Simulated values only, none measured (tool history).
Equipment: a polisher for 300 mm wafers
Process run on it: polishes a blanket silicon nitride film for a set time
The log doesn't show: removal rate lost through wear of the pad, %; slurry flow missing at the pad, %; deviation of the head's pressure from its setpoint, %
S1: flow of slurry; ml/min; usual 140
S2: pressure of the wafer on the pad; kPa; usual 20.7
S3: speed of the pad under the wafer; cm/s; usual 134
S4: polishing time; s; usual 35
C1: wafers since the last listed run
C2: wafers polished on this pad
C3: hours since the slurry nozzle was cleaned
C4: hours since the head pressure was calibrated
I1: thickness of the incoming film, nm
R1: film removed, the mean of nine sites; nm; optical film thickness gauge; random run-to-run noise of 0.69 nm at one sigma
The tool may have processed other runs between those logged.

| run | day | S1 | S2 | S3 | S4 | C1 | C2 | C3 | C4 | I1 | R1 |
|---|---|---|---|---|---|---|---|---|---|---|---|
| 1 | 0 | 140 | 20.7 | 134 | 41 | 0 | 1167 | 210.5 | 98.2 | 445.1 | 62.8 |
| 2 | 1.133 | 140 | 20.7 | 134 | 35 | 300 | 1468 | 237.7 | 125.4 | 435.3 | 52 |
| 3 | 2.183 | 140 | 20.7 | 104 | 35 | 278 | 1747 | 262.9 | 150.6 | 438.4 | 43.8 |
| 4 | 5.062 | 140 | 20.7 | 134 | 35 | 764 | 2511 | 332 | 219.7 | 437.3 | 52.2 |
|  | 7.867 | slurry nozzle cleaned |
| 5 | 9.483 | 140 | 20.7 | 134 | 35 | 1162 | 3673 | 38.8 | 325.8 | 441.6 | 53.9 |
| 6 | 11.333 | 140 | 20.7 | 134 | 35 | 491 | 4165 | 83.2 | 370.2 | 436.8 | 54 |
| 7 | 13.312 | 140 | 20.7 | 134 | 35 | 525 | 4690 | 130.7 | 417.7 | 443.6 | 54.3 |
|  | 15.35 | worn pad replaced by a new one, of another model than before |
| 8 | 15.629 | 140 | 20.7 | 134 | 35 | 570 | 73 | 186.3 | 473.3 | 444.2 | 53.7 |
| 9 | 18.379 | 140 | 20.7 | 134 | 35 | 729 | 803 | 252.3 | 539.3 | 449.7 | 54.9 |
| 10 | 20.762 | 140 | 20.7 | 134 | 35 | 632 | 1436 | 309.5 | 596.5 | 431.8 | 52.7 |
| 11 | 23.125 | 140 | 20.7 | 134 | 35 | 627 | 2063 | 366.2 | 653.2 | 444.4 | 53 |
|  | 24.579 | slurry nozzle cleaned |
| 12 | 25.108 | 140 | 24.8 | 116 | 35 | 515 | 2578 | 12.7 | 700.8 | 445.7 | 62.5 |
| 13 | 27.008 | 140 | 24.8 | 116 | 35 | 504 | 3083 | 58.3 | 746.4 | 436.1 | 63 |
| 14 | 29.567 | 140 | 24.8 | 116 | 35 | 679 | 3762 | 119.7 | 807.8 | 433.8 | 60.1 |
|  | 31.421 | worn pad replaced by a new one |
|  | 32.4 | head pressure recalibrated |
| 15 | 36.354 | 155 | 20.7 | 134 | 35 | 1735 | 1287 | 282.6 | 94.9 | 445.1 | 54.2 |
| 16 | 37.646 | 155 | 20.7 | 134 | 35 | 342 | 1630 | 313.6 | 125.9 | 446.9 | 54.1 |
| 17 | 40.542 | 140 | 20.7 | 134 | 27 | 768 | 2399 | 383.1 | 195.4 | 439.3 | 41.6 |
| 18 | 42.138 | 140 | 22.8 | 108 | 41 | 423 | 2822 | 421.4 | 233.7 | 439.3 | 61.4 |
| 19 | 43.167 | 140 | 20.7 | 134 | 35 | 273 | 3096 | 446.1 | 258.4 | 434.2 | 52.6 |
|  | 43.9 | slurry nozzle cleaned |
| 20 | 44.325 | 140 | 20.7 | 134 | 35 | 296 | 3392 | 10.2 | 286.2 | 434.7 | 55.4 |
| 21 | 46.992 | 115 | 25.5 | 134 | 28 | 707 | 4100 | 74.2 | 350.2 | 435.8 | 52.2 |
|  | 48.038 | worn pad replaced by a new one |
| 22 | 48.867 | 105 | 20.7 | 166 | 46 | 453 | 219 | 119.2 | 395.2 | 434.5 | 76.7 |
| 23 | 50.458 | 140 | 20.7 | 134 | 35 | 422 | 642 | 157.4 | 433.4 | 436.1 | 53.9 |
| 24 | 53.438 | 140 | 23.4 | 158 | 35 | 790 | 1433 | 228.9 | 504.9 | 437.8 | 66.5 |
| 25 | 54.767 | 140 | 14.5 | 134 | 35 | 352 | 1785 | 260.8 | 536.8 | 436.6 | 37.7 |
| 26 | 57.629 | 185 | 20.7 | 176 | 35 | 759 | 2545 | 329.5 | 605.5 | 437.4 | 62.3 |
| 27 | 59.446 | 115 | 20.7 | 152 | 35 | 482 | 3027 | 373.1 | 649.1 | 440.2 | 56.2 |
|  | 60.462 | slurry nozzle cleaned |
| 28 | 60.883 | 190 | 24.1 | 112 | 23 | 370 | 3398 | 10.1 | 683.6 | 441.5 | 40.4 |
| 29 | 62.35 | 115 | 26.2 | 156 | 27 | 389 | 3787 | 45.3 | 718.8 | 435.4 | 56.3 |
|  | 67.238 | worn pad replaced by a new one |
| 30 | 69.242 | 140 | 26.9 | 134 | 35 | 1785 | 531 | 210.7 | 884.2 | 438.5 | 70 |
| 31 | 71.312 | 180 | 26.2 | 158 | 35 | 549 | 1081 | 260.4 | 933.9 | 437.6 | 73.7 |
| 32 | 72.975 | 185 | 20.7 | 134 | 35 | 441 | 1522 | 300.3 | 973.8 | 444.3 | 53.7 |
|  | 73.304 | head pressure recalibrated |
| 33 | 75.35 | 140 | 20.7 | 134 | 35 | 608 | 2131 | 357.3 | 49.1 | 437.8 | 53.4 |
|  | 75.908 | slurry nozzle cleaned |
| 34 | 77.038 | 140 | 20.7 | 134 | 46 | 436 | 2568 | 27.1 | 89.6 | 439.8 | 72.5 |
| 35 | 79.758 | 140 | 20.7 | 134 | 29 | 722 | 3290 | 92.4 | 154.9 | 434.7 | 45.7 |
| 36 | 81.117 | 190 | 24.1 | 112 | 23 | 360 | 3650 | 125 | 187.5 | 437.3 | 39.8 |
| 37 | 82.367 | 140 | 20.7 | 134 | 27 | 331 | 3982 | 155 | 217.5 | 443.1 | 42.4 |

Branching from run 37: 4 alternative next runs. What would each branch give?
| A | 82.383 | 140 | 20.7 | 134 | 35 | 4 | 3987 | 155.4 | 217.9 | 437.5 | ? |
| B | 82.383 | 140 | 20.7 | 134 | 26 | 4 | 3987 | 155.4 | 217.9 | 437.5 | ? |
| C | 82.383 | 110 | 15.2 | 146 | 35 | 4 | 3987 | 155.4 | 217.9 | 437.5 | ? |
| D | 82.383 | 140 | 17.9 | 134 | 40 | 4 | 3987 | 155.4 | 217.9 | 437.5 | ? |

| run | R1 |
|---|---|
| A | 54.6 |
| B | 40.5 |
| C | 40.6 |
| D | 54 |
Stripped of hidden state, with their random variation kept, the same runs would have yielded:
| run | R1 |
|---|---|
| A | 55.4 |
| B | 41.2 |
| C | 41.3 |
| D | 54.9 |

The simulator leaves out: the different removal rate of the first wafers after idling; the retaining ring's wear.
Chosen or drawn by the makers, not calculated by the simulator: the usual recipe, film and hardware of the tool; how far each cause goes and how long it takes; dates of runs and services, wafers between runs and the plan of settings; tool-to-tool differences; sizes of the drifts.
